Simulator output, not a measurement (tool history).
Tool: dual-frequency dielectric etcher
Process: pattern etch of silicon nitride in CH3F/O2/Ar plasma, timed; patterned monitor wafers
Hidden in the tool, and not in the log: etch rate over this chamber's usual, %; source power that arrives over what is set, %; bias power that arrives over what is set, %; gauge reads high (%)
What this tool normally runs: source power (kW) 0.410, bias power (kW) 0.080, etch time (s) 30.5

| run | hour | source power (kW) | bias power (kW) | etch time (s) | wafers since the last listed run | hours since the last wet clean | hours since the last source power generator calibration | hours since the last bias power generator calibration | hours since the last upper electrode change | hours since the gauge calibration | read-back reference wafer on the same gauge, depth_nm | mean etch depth across the wafer (Å) |
|---|---|---|---|---|---|---|---|---|---|---|---|---|
| 1 | 0.0 | 0.410 | 0.080 | 30.5 | 0 | 11.8 | 819.9 | 3703.9 | 4648.8 | 867.2 | 17.99 | 218.1 |
| 2 | 57.7 | 0.410 | 0.080 | 30.5 | 672 | 69.5 | 877.6 | 3761.6 | 4706.5 | 924.9 | 18.01 | 217.9 |
| 3 | 101.7 | 0.410 | 0.094 | 37.0 | 513 | 113.5 | 921.6 | 3805.6 | 4750.5 | 968.9 | 17.99 | 278.7 |
| 4 | 152.3 | 0.410 | 0.094 | 37.0 | 589 | 164.1 | 972.2 | 3856.2 | 4801.1 | 1019.5 | 18.00 | 279.2 |
| 5 | 184.1 | 0.480 | 0.080 | 30.5 | 370 | 195.9 | 1004.0 | 3888.0 | 4832.9 | 1051.3 | 18.00 | 237.4 |
| 6 | 238.6 | 0.410 | 0.080 | 27.0 | 635 | 250.4 | 1058.5 | 3942.5 | 4887.4 | 1105.8 | 18.02 | 194.7 |
|  | 404.0 | wet clean of the chamber |
| 7 | 414.4 | 0.410 | 0.080 | 30.5 | 1769 | 10.4 | 1234.3 | 4118.3 | 5063.2 | 1281.6 | 17.98 | 219.1 |
| 8 | 443.9 | 0.410 | 0.080 | 30.5 | 343 | 39.9 | 1263.8 | 4147.8 | 5092.7 | 1311.1 | 17.99 | 219.4 |
| 9 | 577.5 | 0.410 | 0.080 | 30.5 | 1557 | 173.5 | 1397.4 | 4281.4 | 5226.3 | 1444.7 | 18.04 | 218.5 |
|  | 600.2 | gauge calibrated |
| 10 | 640.3 | 0.410 | 0.080 | 30.5 | 732 | 236.3 | 1460.2 | 4344.2 | 5289.1 | 40.1 | 17.98 | 219.9 |
|  | 653.4 | bias power generator calibrated |
| 11 | 692.8 | 0.410 | 0.080 | 30.5 | 565 | 288.8 | 1512.7 | 39.4 | 5341.6 | 92.6 | 17.99 | 218.9 |
| 12 | 723.0 | 0.410 | 0.080 | 30.5 | 352 | 319.0 | 1542.9 | 69.6 | 5371.8 | 122.8 | 17.99 | 218.9 |
| 13 | 767.4 | 0.410 | 0.073 | 39.5 | 517 | 363.4 | 1587.3 | 114.0 | 5416.2 | 167.2 | 17.99 | 275.6 |
|  | 797.0 | wet clean of the chamber |
|  | 815.6 | upper electrode replaced |
| 14 | 816.1 | 0.490 | 0.080 | 30.5 | 71 | 19.1 | 1636.0 | 162.7 | 0.5 | 215.9 | 18.00 | 239.7 |
|  | 828.4 | source power generator calibrated |
| 15 | 834.9 | 0.410 | 0.080 | 30.5 | 172 | 37.9 | 6.5 | 181.5 | 19.3 | 234.7 | 17.99 | 219.3 |
| 16 | 904.2 | 0.490 | 0.092 | 24.5 | 807 | 107.2 | 75.8 | 250.8 | 88.6 | 304.0 | 18.03 | 202.0 |
| 17 | 949.7 | 0.490 | 0.070 | 37.0 | 530 | 152.7 | 121.3 | 296.3 | 134.1 | 349.5 | 17.99 | 279.8 |
| 18 | 1011.7 | 0.340 | 0.066 | 22.5 | 722 | 214.7 | 183.3 | 358.3 | 196.1 | 411.5 | 18.00 | 137.3 |
| 19 | 1040.7 | 0.410 | 0.075 | 25.5 | 338 | 243.7 | 212.3 | 387.3 | 225.1 | 440.5 | 17.98 | 180.7 |
| 20 | 1111.8 | 0.360 | 0.080 | 39.0 | 828 | 314.8 | 283.4 | 458.4 | 296.2 | 511.6 | 17.99 | 260.1 |
| 21 | 1177.7 | 0.380 | 0.080 | 37.0 | 768 | 380.7 | 349.3 | 524.3 | 362.1 | 577.5 | 18.00 | 253.3 |
|  | 1236.2 | wet clean of the chamber |
| 22 | 1236.7 | 0.410 | 0.080 | 30.5 | 408 | 0.5 | 408.3 | 583.3 | 421.1 | 636.5 | 17.99 | 221.1 |

State the hidden condition of the tool at each of the runs:
etch rate over this chamber's usual, %: 0 across all the runs
source power that arrives over what is set, %: 0 across all the runs
bias power that arrives over what is set, %: 0 across all the runs
gauge reads high (%): 0 across all the runs

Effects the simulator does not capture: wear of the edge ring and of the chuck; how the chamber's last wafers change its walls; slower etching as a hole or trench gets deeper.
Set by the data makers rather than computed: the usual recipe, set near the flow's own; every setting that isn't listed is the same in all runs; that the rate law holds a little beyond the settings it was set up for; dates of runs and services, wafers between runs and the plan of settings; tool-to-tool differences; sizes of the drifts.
